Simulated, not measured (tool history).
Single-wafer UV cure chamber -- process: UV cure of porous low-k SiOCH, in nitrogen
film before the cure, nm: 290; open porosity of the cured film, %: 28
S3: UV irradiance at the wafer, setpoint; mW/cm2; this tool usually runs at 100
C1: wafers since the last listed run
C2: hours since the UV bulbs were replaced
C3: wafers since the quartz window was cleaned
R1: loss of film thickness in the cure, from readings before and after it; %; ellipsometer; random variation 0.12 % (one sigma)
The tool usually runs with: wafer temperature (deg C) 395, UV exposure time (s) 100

run 1 hour=0 | wafer_temperature_(deg_C)=395 UV_exposure_time_(s)=100 S3=100 | C1=0 C2=1371.5 C3=122 | R1=8.862
run 2 hour=15.7 | wafer_temperature_(deg_C)=395 UV_exposure_time_(s)=100 S3=100 | C1=175 C2=1387.2 C3=298 | R1=8.774
run 3 hour=28.6 | wafer_temperature_(deg_C)=395 UV_exposure_time_(s)=100 S3=100 | C1=144 C2=1400.1 C3=442 | R1=8.596
run 4 hour=38.6 | wafer_temperature_(deg_C)=395 UV_exposure_time_(s)=100 S3=100 | C1=111 C2=1410.1 C3=554 | R1=8.565
run 5 hour=48.4 | wafer_temperature_(deg_C)=395 UV_exposure_time_(s)=100 S3=73 | C1=109 C2=1419.9 C3=664 | R1=7.107
run 6 hour=58.7 | wafer_temperature_(deg_C)=395 UV_exposure_time_(s)=100 S3=73 | C1=115 C2=1430.2 C3=779 | R1=6.969
run 7 hour=74.9 | wafer_temperature_(deg_C)=395 UV_exposure_time_(s)=100 S3=73 | C1=181 C2=1446.4 C3=960 | R1=6.847
run 8 hour=91 | wafer_temperature_(deg_C)=395 UV_exposure_time_(s)=100 S3=100 | C1=180 C2=1462.5 C3=1141 | R1=8.512
run 9 hour=106.6 | wafer_temperature_(deg_C)=395 UV_exposure_time_(s)=100 S3=100 | C1=174 C2=1478.1 C3=1315 | R1=8.194
run 10 hour=117.6 | wafer_temperature_(deg_C)=395 UV_exposure_time_(s)=100 S3=100 | C1=123 C2=1489.1 C3=1438 | R1=8.167
run 11 hour=160.4 | wafer_temperature_(deg_C)=382 UV_exposure_time_(s)=75 S3=100 | C1=479 C2=1531.9 C3=1917 | R1=6.324
run 12 hour=172.2 | wafer_temperature_(deg_C)=382 UV_exposure_time_(s)=75 S3=100 | C1=132 C2=1543.7 C3=2050 | R1=6.284
run 13 hour=186 | wafer_temperature_(deg_C)=382 UV_exposure_time_(s)=75 S3=100 | C1=154 C2=1557.5 C3=2204 | R1=6.163
-- hour=195.6 quartz window cleaned
run 14 hour=196.1 | wafer_temperature_(deg_C)=395 UV_exposure_time_(s)=60 S3=76 | C1=23 C2=1567.6 C3=6 | R1=5.199
run 15 hour=203.3 | wafer_temperature_(deg_C)=395 UV_exposure_time_(s)=60 S3=76 | C1=80 C2=1574.8 C3=86 | R1=5.208
run 16 hour=243.1 | wafer_temperature_(deg_C)=395 UV_exposure_time_(s)=100 S3=100 | C1=445 C2=1614.6 C3=532 | R1=8.442
run 17 hour=255.4 | wafer_temperature_(deg_C)=395 UV_exposure_time_(s)=100 S3=100 | C1=137 C2=1626.9 C3=669 | R1=8.419
run 18 hour=271.8 | wafer_temperature_(deg_C)=395 UV_exposure_time_(s)=100 S3=100 | C1=183 C2=1643.3 C3=853 | R1=8.328
run 19 hour=288.2 | wafer_temperature_(deg_C)=395 UV_exposure_time_(s)=150 S3=129 | C1=183 C2=1659.7 C3=1036 | R1=11.595
run 20 hour=306.1 | wafer_temperature_(deg_C)=408 UV_exposure_time_(s)=45 S3=100 | C1=200 C2=1677.6 C3=1237 | R1=4.985
run 21 hour=318.2 | wafer_temperature_(deg_C)=395 UV_exposure_time_(s)=100 S3=100 | C1=135 C2=1689.7 C3=1372 | R1=8.078
run 22 hour=335.6 | wafer_temperature_(deg_C)=395 UV_exposure_time_(s)=145 S3=78 | C1=194 C2=1707.1 C3=1567 | R1=8.406
run 23 hour=344.2 | wafer_temperature_(deg_C)=409 UV_exposure_time_(s)=100 S3=68 | C1=96 C2=1715.7 C3=1663 | R1=6.306
run 24 hour=357.6 | wafer_temperature_(deg_C)=395 UV_exposure_time_(s)=100 S3=100 | C1=149 C2=1729.1 C3=1813 | R1=7.715
run 25 hour=367.4 | wafer_temperature_(deg_C)=383 UV_exposure_time_(s)=135 S3=100 | C1=109 C2=1738.9 C3=1923 | R1=9.014
run 26 hour=381.6 | wafer_temperature_(deg_C)=395 UV_exposure_time_(s)=100 S3=100 | C1=158 C2=1753.1 C3=2082 | R1=7.728
run 27 hour=394.4 | wafer_temperature_(deg_C)=381 UV_exposure_time_(s)=70 S3=111 | C1=143 C2=1765.9 C3=2225 | R1=6.279
run 28 hour=400.6 | wafer_temperature_(deg_C)=388 UV_exposure_time_(s)=40 S3=100 | C1=69 C2=1772.1 C3=2295 | R1=3.906
-- hour=414.9 UV bulbs replaced
run 29 hour=416 | wafer_temperature_(deg_C)=378 UV_exposure_time_(s)=100 S3=115 | C1=82 C2=1.1 C3=2377 | R1=9.264
run 30 hour=432.8 | wafer_temperature_(deg_C)=388 UV_exposure_time_(s)=100 S3=133 | C1=188 C2=17.9 C3=2565 | R1=10.108
-- hour=447.8 quartz window cleaned
run 31 hour=474.2 | wafer_temperature_(deg_C)=395 UV_exposure_time_(s)=145 S3=126 | C1=373 C2=59.3 C3=295 | R1=13.146
run 32 hour=491.6 | wafer_temperature_(deg_C)=381 UV_exposure_time_(s)=75 S3=121 | C1=194 C2=76.7 C3=489 | R1=8.942
run 33 hour=502.3 | wafer_temperature_(deg_C)=388 UV_exposure_time_(s)=155 S3=78 | C1=119 C2=87.4 C3=609 | R1=10.519
run 34 hour=514.5 | wafer_temperature_(deg_C)=385 UV_exposure_time_(s)=50 S3=134 | C1=136 C2=99.6 C3=746 | R1=7.57
run 35 hour=532.1 | wafer_temperature_(deg_C)=389 UV_exposure_time_(s)=130 S3=100 | C1=196 C2=117.2 C3=943 | R1=10.692
run 36 hour=541.6 | wafer_temperature_(deg_C)=395 UV_exposure_time_(s)=100 S3=100 | C1=106 C2=126.7 C3=1049 | R1=9.392
run 37 hour=553.1 | wafer_temperature_(deg_C)=415 UV_exposure_time_(s)=125 S3=85 | C1=128 C2=138.2 C3=1178 | R1=10.308

3 options for the next run, each taken on its own from the tool as it stands now. Forecast them:
run A hour=553.5 | wafer_temperature_(deg_C)=395 UV_exposure_time_(s)=45 S3=100 | C1=4 C2=138.6 C3=1182 | R1=?
run B hour=553.5 | wafer_temperature_(deg_C)=400 UV_exposure_time_(s)=135 S3=88 | C1=4 C2=138.6 C3=1182 | R1=?
run C hour=553.5 | wafer_temperature_(deg_C)=376 UV_exposure_time_(s)=100 S3=84 | C1=4 C2=138.6 C3=1182 | R1=?

run=A R1=5.562
run=B R1=10.066
run=C R1=7.949
Take away the tool's hidden state, keep each run's random variation, and the runs would have read:
run=A R1=6.271
run=B R1=10.913
run=C R1=8.76
